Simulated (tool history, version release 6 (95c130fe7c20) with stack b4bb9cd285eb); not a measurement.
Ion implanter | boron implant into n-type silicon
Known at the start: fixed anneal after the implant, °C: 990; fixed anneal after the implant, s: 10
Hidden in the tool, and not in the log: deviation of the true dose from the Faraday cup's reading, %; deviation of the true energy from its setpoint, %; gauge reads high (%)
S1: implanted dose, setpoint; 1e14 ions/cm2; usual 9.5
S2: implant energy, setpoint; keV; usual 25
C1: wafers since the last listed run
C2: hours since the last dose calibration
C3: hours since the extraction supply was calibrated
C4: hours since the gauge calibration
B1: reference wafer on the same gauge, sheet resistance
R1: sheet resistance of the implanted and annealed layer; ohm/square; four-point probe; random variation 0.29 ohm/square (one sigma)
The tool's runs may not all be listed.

| run | hour | S1 | S2 | C1 | C2 | C3 | C4 | B1 | R1 |
|---|---|---|---|---|---|---|---|---|---|
| 1 | 0 | 9.5 | 25 | 0 | 1795.9 | 3348.9 | 328.8 | 118.87 | 133.81 |
| 2 | 24.5 | 9.5 | 30 | 739 | 1820.4 | 3373.4 | 353.3 | 119.02 | 133.06 |
| 3 | 51.4 | 9.5 | 30 | 812 | 1847.3 | 3400.3 | 380.2 | 119.01 | 132.94 |
| 4 | 68.5 | 10.53 | 19.5 | 516 | 1864.4 | 3417.4 | 397.3 | 119.09 | 126.9 |
| 5 | 84.1 | 10.53 | 19.5 | 470 | 1880 | 3433 | 412.9 | 119.05 | 126.8 |
| 6 | 110.8 | 9.5 | 25 | 806 | 1906.7 | 3459.7 | 439.6 | 118.95 | 135.14 |
| 7 | 135.4 | 9.5 | 25 | 742 | 1931.3 | 3484.3 | 464.2 | 119.08 | 135.27 |
| 8 | 163.2 | 9.5 | 25 | 839 | 1959.1 | 3512.1 | 492 | 118.93 | 135.28 |
|  | 174.3 | Faraday cup replaced and dose calibrated |
|  | 174.5 | gauge calibrated |
|  | 183.1 | extraction supply calibrated |
| 9 | 249.1 | 9.5 | 25 | 2110 | 74.8 | 66 | 74.6 | 118.98 | 127.76 |
| 10 | 264.1 | 11.19 | 25 | 452 | 89.8 | 81 | 89.6 | 119.01 | 112.36 |
| 11 | 283.7 | 10.96 | 28 | 591 | 109.4 | 100.6 | 109.2 | 118.95 | 113.53 |
| 12 | 315.4 | 7.36 | 25 | 956 | 141.1 | 132.3 | 140.9 | 119.02 | 157.68 |
| 13 | 334.2 | 9.5 | 25 | 567 | 159.9 | 151.1 | 159.7 | 119.08 | 127.37 |
| 14 | 352.4 | 8.46 | 25 | 549 | 178.1 | 169.3 | 177.9 | 119.07 | 139.95 |
| 15 | 381.9 | 8.75 | 31 | 890 | 207.6 | 198.8 | 207.4 | 118.93 | 135.2 |
| 16 | 414.6 | 8.78 | 31 | 987 | 240.3 | 231.5 | 240.1 | 119.02 | 134.36 |
| 17 | 447.2 | 8.63 | 18 | 984 | 272.9 | 264.1 | 272.7 | 119.09 | 141.89 |
| 18 | 480.1 | 7.36 | 25 | 993 | 305.8 | 297 | 305.6 | 119.04 | 157.49 |

Forecast each of these 3 alternatives for the next run:
| A | 480.5 | 11.69 | 25 | 12 | 306.2 | 297.4 | 306 | ? | ? |
| B | 480.5 | 8.41 | 17 | 12 | 306.2 | 297.4 | 306 | ? | ? |
| C | 480.5 | 9.5 | 21 | 12 | 306.2 | 297.4 | 306 | ? | ? |

| run | B1 | R1 |
|---|---|---|
| A | 118.99 | 108.92 |
| B | 118.99 | 145.66 |
| C | 118.99 | 129.62 |
Without the tool's hidden state the same runs would have given:
| run | R1 |
|---|---|
| A | 109.08 |
| B | 145.89 |
| C | 129.82 |

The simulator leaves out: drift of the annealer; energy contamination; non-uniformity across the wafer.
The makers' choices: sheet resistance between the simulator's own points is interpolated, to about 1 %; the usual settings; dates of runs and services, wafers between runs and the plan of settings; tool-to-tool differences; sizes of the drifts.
